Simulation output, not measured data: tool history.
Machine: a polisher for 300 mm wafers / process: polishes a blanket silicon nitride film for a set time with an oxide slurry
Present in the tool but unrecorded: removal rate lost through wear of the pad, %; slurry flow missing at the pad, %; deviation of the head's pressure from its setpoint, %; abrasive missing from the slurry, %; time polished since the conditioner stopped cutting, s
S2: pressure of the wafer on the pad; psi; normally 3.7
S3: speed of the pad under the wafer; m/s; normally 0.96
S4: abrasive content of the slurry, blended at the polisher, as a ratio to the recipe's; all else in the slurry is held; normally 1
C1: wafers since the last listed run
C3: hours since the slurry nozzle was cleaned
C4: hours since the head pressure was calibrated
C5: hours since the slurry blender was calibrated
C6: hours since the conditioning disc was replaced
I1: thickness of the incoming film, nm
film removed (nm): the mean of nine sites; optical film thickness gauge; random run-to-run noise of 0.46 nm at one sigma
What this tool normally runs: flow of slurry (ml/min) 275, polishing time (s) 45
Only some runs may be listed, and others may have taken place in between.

Run 1, day 0: usual settings but S2 4.6 psi; C1 0; wafers polished on this pad 2331; C3 334.6; C4 465.6; C5 17.2; C6 287.5; I1 493.8. Result: film removed (nm) 37.7.
At day 0.188: conditioning disc replaced and pad reconditioned.
At day 4.096: slurry nozzle cleaned.
At day 5.817: head pressure recalibrated.
At day 5.842: worn pad replaced by a new one.
Run 2, day 10.212: usual settings but S2 4.6 psi; C1 3178; wafers polished on this pad 1392; C3 146.8; C4 105.5; C5 262.3; C6 240.6; I1 483.6. Result: film removed (nm) 40.
At day 11.55: slurry blender recalibrated.
At day 11.825: conditioning disc replaced and pad reconditioned.
Run 3, day 12.508: usual settings but S2 4.6 psi; C1 678; wafers polished on this pad 2070; C3 201.9; C4 160.6; C5 23; C6 16.4; I1 482.7. Result: film removed (nm) 39.1.
Run 4, day 16.946: usual settings; C1 1413; wafers polished on this pad 3483; C3 308.4; C4 267.1; C5 129.5; C6 122.9; I1 496.1. Result: film removed (nm) 33.4.
At day 18.45: worn pad replaced by a new one.
At day 20.417: slurry nozzle cleaned.
Run 5, day 21.333: usual settings; C1 1331; wafers polished on this pad 904; C3 22; C4 372.4; C5 234.8; C6 228.2; I1 485.9. Result: film removed (nm) 32.8.
At day 24.592: slurry blender recalibrated.
Run 6, day 25.358: usual settings but flow of slurry (ml/min) 245; C1 1255; wafers polished on this pad 2160; C3 118.6; C4 469; C5 18.4; C6 324.8; I1 494.8. Result: film removed (nm) 32.1.
At day 26.967: conditioning disc replaced and pad reconditioned.
Run 7, day 29.042: usual settings; C1 1146; wafers polished on this pad 3306; C3 207; C4 557.4; C5 106.8; C6 49.8; I1 486.8. Result: film removed (nm) 32.3.
At day 30.258: worn pad replaced by a new one.
Run 8, day 32.083: usual settings; C1 915; wafers polished on this pad 581; C3 280; C4 630.4; C5 179.8; C6 122.8; I1 491.5. Result: film removed (nm) 30.8.
At day 34.925: slurry blender recalibrated.
Run 9, day 35.021: usual settings but flow of slurry (ml/min) 305; C1 909; wafers polished on this pad 1490; C3 350.5; C4 700.9; C5 2.3; C6 193.3; I1 488.3. Result: film removed (nm) 31.4.
At day 36.212: head pressure recalibrated.
At day 36.533: slurry nozzle cleaned.
At day 40.279: conditioning disc replaced and pad reconditioned.
Run 10, day 40.629: usual settings but flow of slurry (ml/min) 335, S4 0.85; C1 1720; wafers polished on this pad 3210; C3 98.3; C4 106; C5 136.9; C6 8.4; I1 484.7. Result: film removed (nm) 30.
At day 42.858: worn pad replaced by a new one.
Run 11, day 44.833: usual settings but flow of slurry (ml/min) 335, polishing time (s) 38; C1 1286; wafers polished on this pad 629; C3 199.2; C4 206.9; C5 237.8; C6 109.3; I1 490.4. Result: film removed (nm) 28.5.
At day 46.346: slurry blender recalibrated.
Run 12, day 48.296: usual settings; C1 1076; wafers polished on this pad 1706; C3 282.3; C4 290; C5 46.8; C6 192.4; I1 491. Result: film removed (nm) 32.6.
Run 13, day 50.154: usual settings but flow of slurry (ml/min) 365, S2 2.8 psi, polishing time (s) 58; C1 591; wafers polished on this pad 2298; C3 326.9; C4 334.6; C5 91.4; C6 237; I1 500.5. Result: film removed (nm) 35.2.
At day 52.8: conditioning disc replaced and pad reconditioned.
Run 14, day 52.812: usual settings but flow of slurry (ml/min) 360, S2 4.1 psi, S4 1.25; C1 820; wafers polished on this pad 3118; C3 390.7; C4 398.4; C5 155.2; C6 0.3; I1 497.5. Result: film removed (nm) 40.7.
At day 55.104: worn pad replaced by a new one.
At day 55.179: slurry nozzle cleaned.
Run 15, day 55.2: usual settings but S4 1.1; C1 694; wafers polished on this pad 17; C3 0.5; C4 455.7; C5 212.5; C6 57.6; I1 493.7. Result: film removed (nm) 33.7.
At day 57.271: slurry blender recalibrated.
Run 16, day 57.612: usual settings but polishing time (s) 31; C1 741; wafers polished on this pad 759; C3 58.4; C4 513.6; C5 8.2; C6 115.5; I1 483.4. Result: film removed (nm) 22.

Predict each of these 4 candidate next runs independently; none follows another, all start after run 16:
Run A, day 57.629: usual settings but S2 4.1 psi; C1 5; wafers polished on this pad 764; C3 58.8; C4 514; C5 8.6; C6 115.9; I1 496.7. Result: film removed (nm) ?.
Run B, day 57.629: usual settings but S2 3.3 psi, S3 1.22 m/s; C1 5; wafers polished on this pad 764; C3 58.8; C4 514; C5 8.6; C6 115.9; I1 496.7. Result: film removed (nm) ?.
Run C, day 57.629: usual settings but S3 0.74 m/s; C1 5; wafers polished on this pad 764; C3 58.8; C4 514; C5 8.6; C6 115.9; I1 496.7. Result: film removed (nm) ?.
Run D, day 57.629: usual settings but flow of slurry (ml/min) 340; C1 5; wafers polished on this pad 764; C3 58.8; C4 514; C5 8.6; C6 115.9; I1 496.7. Result: film removed (nm) ?.

run  film removed (nm)
  A               34.7
  B                 35
  C               26.6
  D               32.5
Without the tool's unlogged condition, the same runs would have read:
run  film removed (nm)
  A               35.9
  B               36.2
  C               27.5
  D               33.6
